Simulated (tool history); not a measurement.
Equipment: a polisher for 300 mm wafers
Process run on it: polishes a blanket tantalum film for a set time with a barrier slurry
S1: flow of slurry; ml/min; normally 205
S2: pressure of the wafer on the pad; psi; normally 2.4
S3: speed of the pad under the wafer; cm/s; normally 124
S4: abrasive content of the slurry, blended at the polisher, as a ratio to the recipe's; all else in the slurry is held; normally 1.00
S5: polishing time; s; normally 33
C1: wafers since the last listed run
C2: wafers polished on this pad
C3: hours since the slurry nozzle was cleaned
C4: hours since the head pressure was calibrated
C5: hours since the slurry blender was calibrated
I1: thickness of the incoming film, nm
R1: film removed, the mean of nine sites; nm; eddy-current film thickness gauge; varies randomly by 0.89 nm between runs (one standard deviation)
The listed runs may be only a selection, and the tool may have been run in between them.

run    hour   S1   S2   S3    S4  S5    C1    C2     C3     C4     C5     I1    R1
  1     0.0  205  2.4  124  1.00  33     0   134  521.6   24.9    0.5  226.8  65.5
  2    29.2  205  2.4  124  1.00  28   349   484  550.8   54.1   29.7  229.0  54.5
  3    80.9  205  2.4  124  1.00  28   617  1101  602.5  105.8   81.4  232.3  54.5
       90.4  -- slurry nozzle cleaned
  4   122.0  205  2.4  124  1.00  28   479  1581   31.6  146.9  122.5  234.3  54.5
  5   147.2  205  2.4  124  1.00  33   301  1882   56.8  172.1  147.7  228.5  64.1
  6   206.8  205  2.4  124  1.00  33   712  2594  116.4  231.7  207.3  226.6  64.3
  7   266.0  205  2.4  124  1.00  37   707  3302  175.6  290.9  266.5  230.5  70.3
      306.4  -- worn pad replaced by a new one
  8   334.9  205  2.4  124  1.00  37   775   340  244.5  359.8  335.4  228.3  69.2
  9   386.8  205  2.4  124  1.00  33   620   961  296.4  411.7  387.3  228.7  61.4
      422.7  -- head pressure recalibrated
 10   436.6  205  2.4  124  1.00  33   571  1532  346.2   13.9  437.1  234.4  64.2
      476.7  -- slurry blender recalibrated
 11   506.2  205  2.4  124  1.00  33   808  2340  415.8   83.5   29.5  229.9  65.8
 12   541.0  205  2.4  124  1.00  33   415  2756  450.6  118.3   64.3  228.5  65.0
 13   575.5  205  2.4  124  1.00  33   412  3168  485.1  152.8   98.8  232.1  63.4
 14   617.0  230  2.4  106  1.00  33   496  3664  526.6  194.3  140.3  232.4  54.6
      623.3  -- slurry nozzle cleaned
      656.9  -- worn pad replaced by a new one
 15   680.9  205  2.4  124  1.00  24   704   287   57.6  258.2  204.2  231.0  46.2
 16   799.0  180  2.4  124  1.25  33  1411  1698  175.7  376.3  322.3  227.9  64.6
 17   841.5  205  2.4  124  1.00  28   508  2206  218.2  418.8  364.8  233.9  53.1
 18   873.6  230  2.4  164  1.00  37   383  2590  250.3  450.9  396.9  229.4  93.8
      904.4  -- head pressure recalibrated
 19   923.2  205  2.0  160  1.00  33   568  3159  299.9   18.8  446.5  230.3  69.5
      974.9  -- slurry blender recalibrated
      983.7  -- worn pad replaced by a new one
 20   984.7  205  2.4  142  1.00  33   663    11  361.4   80.3    9.8  230.1  72.9
 21  1031.5  205  2.4  124  1.00  33   559   571  408.2  127.1   56.6  230.5  65.2
 22  1064.1  205  2.4  124  1.00  33   389   960  440.8  159.7   89.2  231.5  63.0
 23  1103.2  205  2.4  124  1.00  33   467  1428  479.9  198.8  128.3  231.7  64.4
 24  1146.4  205  1.9  124  1.00  33   516  1944  523.1  242.0  171.5  226.5  50.8
     1184.7  -- slurry nozzle cleaned
 25  1196.4  205  2.1  124  0.85  28   585  2530   11.7  292.0  221.5  230.9  42.5
 26  1242.9  205  1.6  156  1.00  33   555  3086   58.2  338.5  268.0  229.9  53.2
 27  1271.5  205  2.4   82  1.20  33   341  3428   86.8  367.1  296.6  232.3  44.0
     1282.9  -- head pressure recalibrated
     1301.0  -- worn pad replaced by a new one
 28  1301.5  205  2.4  136  1.30  23   286     6  116.8   18.6  326.6  233.5  54.6
 29  1360.8  205  2.1  124  0.85  28   708   715  176.1   77.9  385.9  227.3  44.1
     1410.9  -- slurry blender recalibrated
 30  1419.2  175  2.4  124  1.00  21   674  1389  234.5  136.3    8.3  229.7  39.8
 31  1483.1  135  2.9  124  1.25  33   763  2152  298.4  200.2   72.2  230.6  75.1

Take each entry between the runs: how does the hidden state at the last listed run before it differ from the hidden state at the first listed run after it?
Runs 3 to 4: slurry nozzle cleaned (hour 90.4)
  deviation of the head's pressure from its setpoint, %: -1.49 -> -2.15
  measured result minus the result with no hidden state, R1: -0.8 -> -1.2 nm
Runs 7 to 8: worn pad replaced by a new one (hour 306.4)
  deviation of the head's pressure from its setpoint, %: -4.48 -> -5.59
  measured result minus the result with no hidden state, R1: -3.3 -> -4.1 nm
Runs 9 to 10: head pressure recalibrated (hour 422.7)
  deviation of the head's pressure from its setpoint, %: -6.42 -> 0.896
  measured result minus the result with no hidden state, R1: -4.3 -> +0.6 nm
Runs 10 to 11: slurry blender recalibrated (hour 476.7)
  deviation of the head's pressure from its setpoint, %: 0.896 -> -0.226
  measured result minus the result with no hidden state, R1: +0.6 -> -0.2 nm
Runs 14 to 15: slurry nozzle cleaned (hour 623.3); worn pad replaced by a new one (hour 656.9)
  deviation of the head's pressure from its setpoint, %: -2.01 -> -3.04
  measured result minus the result with no hidden state, R1: -1.1 -> -1.5 nm
Runs 18 to 19: head pressure recalibrated (hour 904.4)
  deviation of the head's pressure from its setpoint, %: -6.15 -> 0.218
  measured result minus the result with no hidden state, R1: -6.1 -> +0.2 nm
Runs 19 to 20: slurry blender recalibrated (hour 974.9); worn pad replaced by a new one (hour 983.7)
  deviation of the head's pressure from its setpoint, %: 0.218 -> -0.774
  measured result minus the result with no hidden state, R1: +0.2 -> -0.5 nm
Runs 24 to 25: slurry nozzle cleaned (hour 1184.7)
  deviation of the head's pressure from its setpoint, %: -3.38 -> -4.19
  measured result minus the result with no hidden state, R1: -1.8 -> -1.8 nm
Runs 27 to 28: head pressure recalibrated (hour 1282.9); worn pad replaced by a new one (hour 1301.0)
  deviation of the head's pressure from its setpoint, %: -5.4 -> -0.319
  measured result minus the result with no hidden state, R1: -2.5 -> -0.2 nm
Runs 29 to 30: slurry blender recalibrated (hour 1410.9)
  deviation of the head's pressure from its setpoint, %: -1.28 -> -2.22
  measured result minus the result with no hidden state, R1: -0.6 -> -0.9 nm
